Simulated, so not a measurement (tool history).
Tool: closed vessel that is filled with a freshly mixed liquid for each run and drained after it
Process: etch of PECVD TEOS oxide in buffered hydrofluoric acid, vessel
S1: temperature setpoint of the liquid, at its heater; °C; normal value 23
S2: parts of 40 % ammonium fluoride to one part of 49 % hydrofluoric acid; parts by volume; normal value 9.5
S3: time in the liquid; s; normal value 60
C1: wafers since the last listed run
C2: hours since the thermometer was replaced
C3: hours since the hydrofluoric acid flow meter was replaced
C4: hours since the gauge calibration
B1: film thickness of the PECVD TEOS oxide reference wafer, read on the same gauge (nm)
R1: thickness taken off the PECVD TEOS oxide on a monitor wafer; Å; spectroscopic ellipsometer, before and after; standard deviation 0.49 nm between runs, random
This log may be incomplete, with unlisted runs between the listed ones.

{"run": 1, "hour": 0.0, "S1": 23, "S2": 9.5, "S3": 60, "C1": 0, "C2": 798, "C3": 1389.9, "C4": 871.8, "B1": 96.54, "R1": 916.6}
{"run": 2, "hour": 96.4, "S1": 23, "S2": 9.5, "S3": 60, "C1": 7047, "C2": 894.4, "C3": 1486.3, "C4": 968.2, "B1": 96.12, "R1": 921}
{"run": 3, "hour": 181.8, "S1": 23, "S2": 9.5, "S3": 60, "C1": 6243, "C2": 979.8, "C3": 1571.7, "C4": 1053.6, "B1": 95.76, "R1": 912.3}
{"run": 4, "hour": 219.1, "S1": 25.5, "S2": 9.5, "S3": 60, "C1": 2726, "C2": 1017.1, "C3": 1609, "C4": 1090.9, "B1": 95.64, "R1": 1046.4}
{"run": 5, "hour": 307.5, "S1": 23, "S2": 9.5, "S3": 60, "C1": 6462, "C2": 1105.5, "C3": 1697.4, "C4": 1179.3, "B1": 95.28, "R1": 910}
{"run": 6, "hour": 347.4, "S1": 23, "S2": 9.5, "S3": 85, "C1": 2917, "C2": 1145.4, "C3": 1737.3, "C4": 1219.2, "B1": 95.14, "R1": 1286.8}
{"hour": 408.6, "done": "gauge calibrated"}
{"run": 7, "hour": 454.8, "S1": 23, "S2": 9.5, "S3": 85, "C1": 7851, "C2": 1252.8, "C3": 1844.7, "C4": 46.2, "B1": 99.53, "R1": 1338.3}
{"hour": 473.9, "done": "hydrofluoric acid flow meter replaced"}
{"run": 8, "hour": 552.1, "S1": 26, "S2": 9.5, "S3": 50, "C1": 7040, "C2": 1350.1, "C3": 78.2, "C4": 143.5, "B1": 99.14, "R1": 932.5}
{"run": 9, "hour": 729.7, "S1": 23, "S2": 9.5, "S3": 45, "C1": 12984, "C2": 1527.7, "C3": 255.8, "C4": 321.1, "B1": 98.44, "R1": 705.5}
{"run": 10, "hour": 832.3, "S1": 26.5, "S2": 10.5, "S3": 40, "C1": 7500, "C2": 1630.3, "C3": 358.4, "C4": 423.7, "B1": 97.99, "R1": 699}
{"hour": 920.3, "done": "thermometer replaced"}
{"run": 11, "hour": 1060.3, "S1": 27.5, "S2": 9.5, "S3": 85, "C1": 16595, "C2": 140, "C3": 586.4, "C4": 651.7, "B1": 97.12, "R1": 1685}
{"run": 12, "hour": 1131.5, "S1": 23, "S2": 12, "S3": 95, "C1": 5205, "C2": 211.2, "C3": 657.6, "C4": 722.9, "B1": 96.83, "R1": 1185.3}
{"run": 13, "hour": 1223.1, "S1": 23, "S2": 9.5, "S3": 60, "C1": 6696, "C2": 302.8, "C3": 749.2, "C4": 814.5, "B1": 96.48, "R1": 923.4}
{"run": 14, "hour": 1294.8, "S1": 19, "S2": 11.5, "S3": 60, "C1": 5241, "C2": 374.5, "C3": 820.9, "C4": 886.2, "B1": 96.11, "R1": 620.6}

Below are 5 alternative next runs, each starting from the tool's condition after run 14. Predict each:
{"run": "A", "hour": 1295.5, "S1": 23, "S2": 9.5, "S3": 60, "C1": 51, "C2": 375.2, "C3": 821.6, "C4": 886.9, "B1": "?", "R1": "?"}
{"run": "B", "hour": 1295.5, "S1": 23, "S2": 12, "S3": 60, "C1": 51, "C2": 375.2, "C3": 821.6, "C4": 886.9, "B1": "?", "R1": "?"}
{"run": "C", "hour": 1295.5, "S1": 25.5, "S2": 6, "S3": 30, "C1": 51, "C2": 375.2, "C3": 821.6, "C4": 886.9, "B1": "?", "R1": "?"}
{"run": "D", "hour": 1295.5, "S1": 24.5, "S2": 12.5, "S3": 35, "C1": 51, "C2": 375.2, "C3": 821.6, "C4": 886.9, "B1": "?", "R1": "?"}
{"run": "E", "hour": 1295.5, "S1": 20.5, "S2": 7, "S3": 45, "C1": 51, "C2": 375.2, "C3": 821.6, "C4": 886.9, "B1": "?", "R1": "?"}

run=A B1=96.17 R1=926.3
run=B B1=96.17 R1=750.8
run=C B1=96.17 R1=823.4
run=D B1=96.17 R1=456.8
run=E B1=96.17 R1=821.7
Without the tool's unlogged condition, the same runs would have read:
run=A R1=963.4
run=B R1=780.9
run=C R1=856.4
run=D R1=475.1
run=E R1=854.6
